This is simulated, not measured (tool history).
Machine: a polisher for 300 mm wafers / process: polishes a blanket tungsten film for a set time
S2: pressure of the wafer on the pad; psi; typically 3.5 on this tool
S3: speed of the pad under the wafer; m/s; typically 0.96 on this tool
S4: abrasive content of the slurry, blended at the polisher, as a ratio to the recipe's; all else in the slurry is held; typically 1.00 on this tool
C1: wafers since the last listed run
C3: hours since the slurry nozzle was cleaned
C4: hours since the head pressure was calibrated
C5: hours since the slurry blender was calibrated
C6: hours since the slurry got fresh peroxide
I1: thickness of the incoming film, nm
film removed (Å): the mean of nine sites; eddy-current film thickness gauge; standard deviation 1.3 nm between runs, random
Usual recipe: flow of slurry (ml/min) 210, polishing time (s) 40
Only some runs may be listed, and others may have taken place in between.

Run 1, hour 0.0: usual settings; C1 0; wafers polished on this pad 1590; C3 103.0; C4 905.6; C5 222.5; C6 75.9; I1 942.7. Result: film removed (Å) 1484.
At hour 50.6: slurry blender recalibrated.
Run 2, hour 51.1: usual settings; C1 397; wafers polished on this pad 1987; C3 154.1; C4 956.7; C5 0.5; C6 127.0; I1 932.6. Result: film removed (Å) 1478.
Run 3, hour 93.4: usual settings; C1 342; wafers polished on this pad 2330; C3 196.4; C4 999.0; C5 42.8; C6 169.3; I1 935.6. Result: film removed (Å) 1432.
At hour 99.3: worn pad replaced by a new one.
Run 4, hour 138.2: usual settings; C1 330; wafers polished on this pad 315; C3 241.2; C4 1043.8; C5 87.6; C6 214.1; I1 946.3. Result: film removed (Å) 1517.
At hour 188.9: slurry tank refilled with fresh slurry and peroxide.
Run 5, hour 192.8: usual settings; C1 434; wafers polished on this pad 749; C3 295.8; C4 1098.4; C5 142.2; C6 3.9; I1 940.1. Result: film removed (Å) 1542.
Run 6, hour 241.7: usual settings; C1 396; wafers polished on this pad 1145; C3 344.7; C4 1147.3; C5 191.1; C6 52.8; I1 959.4. Result: film removed (Å) 1517.
Run 7, hour 295.7: usual settings; C1 437; wafers polished on this pad 1582; C3 398.7; C4 1201.3; C5 245.1; C6 106.8; I1 952.0. Result: film removed (Å) 1507.
Run 8, hour 331.9: usual settings; C1 293; wafers polished on this pad 1875; C3 434.9; C4 1237.5; C5 281.3; C6 143.0; I1 943.2. Result: film removed (Å) 1482.
At hour 360.4: slurry blender recalibrated.
Run 9, hour 399.9: usual settings but S3 1.14 m/s; C1 534; wafers polished on this pad 2410; C3 502.9; C4 1305.5; C5 39.5; C6 211.0; I1 932.8. Result: film removed (Å) 1666.
At hour 416.8: worn pad replaced by a new one.
Run 10, hour 440.5: usual settings; C1 296; wafers polished on this pad 192; C3 543.5; C4 1346.1; C5 80.1; C6 251.6; I1 946.6. Result: film removed (Å) 1352.
At hour 480.9: slurry tank refilled with fresh slurry and peroxide.
Run 11, hour 486.1: usual settings; C1 361; wafers polished on this pad 553; C3 589.1; C4 1391.7; C5 125.7; C6 5.2; I1 956.5. Result: film removed (Å) 1353.
Run 12, hour 517.5: usual settings but S2 2.6 psi; C1 254; wafers polished on this pad 807; C3 620.5; C4 1423.1; C5 157.1; C6 36.6; I1 950.9. Result: film removed (Å) 1104.
At hour 524.5: slurry nozzle cleaned.
Run 13, hour 585.9: usual settings but S2 2.6 psi; C1 545; wafers polished on this pad 1353; C3 61.4; C4 1491.5; C5 225.5; C6 105.0; I1 963.9. Result: film removed (Å) 1065.
At hour 638.1: head pressure recalibrated.
At hour 641.5: worn pad replaced by a new one, repeated, since the last time left the tool worse.
At hour 646.3: slurry blender recalibrated.
Run 14, hour 650.2: usual settings but flow of slurry (ml/min) 175, S2 3.9 psi; C1 460; wafers polished on this pad 54; C3 125.7; C4 12.1; C5 3.9; C6 169.3; I1 945.8. Result: film removed (Å) 1626.
Run 15, hour 715.5: usual settings; C1 528; wafers polished on this pad 583; C3 191.0; C4 77.4; C5 69.2; C6 234.6; I1 958.1. Result: film removed (Å) 1536.
Run 16, hour 741.3: usual settings but S2 2.6 psi, S4 0.75; C1 208; wafers polished on this pad 792; C3 216.8; C4 103.2; C5 95.0; C6 260.4; I1 942.1. Result: film removed (Å) 1130.
Run 17, hour 778.8: usual settings but S4 1.25, polishing time (s) 49; C1 303; wafers polished on this pad 1095; C3 254.3; C4 140.7; C5 132.5; C6 297.9; I1 967.0. Result: film removed (Å) 1976.
At hour 792.6: slurry tank refilled with fresh slurry and peroxide.
Run 18, hour 836.6: usual settings but S3 0.68 m/s, polishing time (s) 45; C1 460; wafers polished on this pad 1555; C3 312.1; C4 198.5; C5 190.3; C6 44.0; I1 956.4. Result: film removed (Å) 1326.
Run 19, hour 880.8: usual settings but S3 1.12 m/s, polishing time (s) 51; C1 357; wafers polished on this pad 1913; C3 356.3; C4 242.7; C5 234.5; C6 88.2; I1 953.2. Result: film removed (Å) 2114.
At hour 905.8: slurry blender recalibrated.
Run 20, hour 938.2: usual settings but S4 1.20; C1 448; wafers polished on this pad 2362; C3 413.7; C4 300.1; C5 32.4; C6 145.6; I1 947.7. Result: film removed (Å) 1518.
At hour 942.5: worn pad replaced by a new one.
Run 21, hour 1006.4: usual settings; C1 519; wafers polished on this pad 517; C3 481.9; C4 368.3; C5 100.6; C6 213.8; I1 944.8. Result: film removed (Å) 1527.
Run 22, hour 1070.8: usual settings but flow of slurry (ml/min) 140, S4 0.75; C1 521; wafers polished on this pad 1038; C3 546.3; C4 432.7; C5 165.0; C6 278.2; I1 949.1. Result: film removed (Å) 1254.
At hour 1098.9: slurry tank refilled with fresh slurry and peroxide.
Run 23, hour 1119.6: usual settings but S2 3.9 psi, S4 0.70; C1 387; wafers polished on this pad 1425; C3 595.1; C4 481.5; C5 213.8; C6 20.7; I1 949.7. Result: film removed (Å) 1414.
At hour 1159.6: slurry blender recalibrated.
Run 24, hour 1191.1: usual settings but flow of slurry (ml/min) 185; C1 562; wafers polished on this pad 1988; C3 666.6; C4 553.0; C5 31.5; C6 92.2; I1 933.7. Result: film removed (Å) 1434.
At hour 1197.6: worn pad replaced by a new one.
Run 25, hour 1220.4: usual settings but S4 1.25; C1 204; wafers polished on this pad 184; C3 695.9; C4 582.3; C5 60.8; C6 121.5; I1 954.9. Result: film removed (Å) 1652.
At hour 1290.8: slurry nozzle cleaned.
Run 26, hour 1291.5: usual settings; C1 567; wafers polished on this pad 752; C3 0.7; C4 653.4; C5 131.9; C6 192.6; I1 952.0. Result: film removed (Å) 1550.
Run 27, hour 1340.6: usual settings but flow of slurry (ml/min) 270, S2 3.1 psi, polishing time (s) 46; C1 397; wafers polished on this pad 1150; C3 49.8; C4 702.5; C5 181.0; C6 241.7; I1 954.5. Result: film removed (Å) 1646.

What the log doesn't show, run by run:
slurry flow missing at the pad, %: 0 across all the runs
deviation of the head's pressure from its setpoint, %: 0 across all the runs
abrasive missing from the slurry, %: 0 across all the runs
peroxide lost from the slurry, %: 0 across all the runs
H1: removal rate lost through wear of the pad, %
run      H1
  1    3.51
  2    5.22
  3    6.92
  4   0.238
  5   0.777
  6    1.64
  7       3
  8    4.15
  9    6.85
 10      12
 11    12.3
 12    12.7
 13    14.1
 14   0.593
 15   0.995
 16    1.33
 17    1.99
 18    3.42
 19    4.85
 20    7.14
 21    1.31
 22    2.24
 23    3.35
 24    5.61
 25  0.0943
 26   0.712
 27    1.58

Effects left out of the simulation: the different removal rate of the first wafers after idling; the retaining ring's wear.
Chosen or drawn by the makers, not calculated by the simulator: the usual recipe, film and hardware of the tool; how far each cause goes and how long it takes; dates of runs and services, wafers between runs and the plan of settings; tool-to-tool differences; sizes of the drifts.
